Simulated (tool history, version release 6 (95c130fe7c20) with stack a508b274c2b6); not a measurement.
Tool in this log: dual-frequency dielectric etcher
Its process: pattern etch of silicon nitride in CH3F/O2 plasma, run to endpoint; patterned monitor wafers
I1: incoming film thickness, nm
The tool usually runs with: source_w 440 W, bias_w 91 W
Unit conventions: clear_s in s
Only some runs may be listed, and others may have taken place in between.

Run 1, hour 0: usual settings but source_w 490 W, bias_w 85 W; I1 76.3. Result: clear_s 77.4 s.
Run 2, hour 35.7: usual settings but source_w 490 W, bias_w 85 W; I1 76.1. Result: clear_s 77.4 s.
Run 3, hour 58.5: usual settings but source_w 390 W; I1 75.6. Result: clear_s 83.4 s.
Run 4, hour 87.7: usual settings; I1 75.5. Result: clear_s 78.7 s.
Run 5, hour 123.7: usual settings; I1 75.2. Result: clear_s 79.1 s.
Run 6, hour 142: usual settings; I1 75. Result: clear_s 78.6 s.
Run 7, hour 155.4: usual settings; I1 74.6. Result: clear_s 77.7 s.
Run 8, hour 169.7: usual settings; I1 74.3. Result: clear_s 77.9 s.
Run 9, hour 189.8: usual settings; I1 74.8. Result: clear_s 78.6 s.
Run 10, hour 202.9: usual settings; I1 75.5. Result: clear_s 79.3 s.
Run 11, hour 225.6: usual settings; I1 75.2. Result: clear_s 79.5 s.
Run 12, hour 238.2: usual settings; I1 75.4. Result: clear_s 79.3 s.
Run 13, hour 265.6: usual settings; I1 75.7. Result: clear_s 79.7 s.
Run 14, hour 279.8: usual settings; I1 75.2. Result: clear_s 78.9 s.
At hour 314.2: wet clean of the chamber.
Run 15, hour 314.7: usual settings; I1 75.1. Result: clear_s 77.3 s.
Run 16, hour 335.7: usual settings but bias_w 79 W; I1 74.9. Result: clear_s 81.2 s.
At hour 379.7: upper electrode replaced, of another model than before.
Run 17, hour 380.2: usual settings but bias_w 108 W; I1 75.5. Result: clear_s 75 s.
Run 18, hour 389.9: usual settings but source_w 490 W, bias_w 102 W; I1 75.2. Result: clear_s 73.1 s.
At hour 402: source power generator calibrated.
Run 19, hour 406.6: usual settings but source_w 470 W, bias_w 110 W; I1 75.3. Result: clear_s 72.7 s.
Run 20, hour 433.5: usual settings but bias_w 98 W; I1 75.8. Result: clear_s 76.8 s.
Run 21, hour 450.2: usual settings but source_w 490 W, bias_w 75 W; I1 75.4. Result: clear_s 78.4 s.
Run 22, hour 466.5: usual settings but source_w 410 W, bias_w 83 W; I1 75.4. Result: clear_s 81.2 s.
Run 23, hour 491.1: usual settings; I1 75. Result: clear_s 77.5 s.
At hour 517.2: bias power generator calibrated.
Run 24, hour 517.7: usual settings but source_w 350 W, bias_w 75 W; I1 74.9. Result: clear_s 87.2 s.
Run 25, hour 531.1: usual settings but source_w 410 W, bias_w 111 W; I1 75. Result: clear_s 76.4 s.
Run 26, hour 563.5: usual settings; I1 75.4. Result: clear_s 78.4 s.
Run 27, hour 589.1: usual settings but bias_w 78 W; I1 75.3. Result: clear_s 81.1 s.
Run 28, hour 620.1: usual settings; I1 75.6. Result: clear_s 78.8 s.
Run 29, hour 638.4: usual settings; I1 75.5. Result: clear_s 78.9 s.
Run 30, hour 659.3: usual settings but source_w 540 W, bias_w 79 W; I1 75.7. Result: clear_s 76.3 s.
Run 31, hour 683.1: usual settings; I1 76.8. Result: clear_s 80.4 s.
Run 32, hour 709.7: usual settings but source_w 390 W, bias_w 80 W; I1 75.6. Result: clear_s 84.8 s.

Below are 5 alternative next runs, each starting from the tool's condition after run 32. Predict each:
Run A, hour 710.2: usual settings; I1 75.2. Result: clear_s ?.
Run B, hour 710.2: usual settings but bias_w 104 W; I1 75.2. Result: clear_s ?.
Run C, hour 710.2: usual settings but source_w 530 W, bias_w 74 W; I1 75.2. Result: clear_s ?.
Run D, hour 710.2: usual settings but bias_w 111 W; I1 75.2. Result: clear_s ?.
Run E, hour 710.2: usual settings but source_w 530 W, bias_w 72 W; I1 75.2. Result: clear_s ?.

run  clear_s
  A     78.9
  B     76.5
  C     77.5
  D     75.4
  E     77.9
Take away the tool's hidden state, keep each run's random variation, and the runs would have read:
run  clear_s
  A     77.5
  B     75.2
  C     76.1
  D       74
  E     76.5
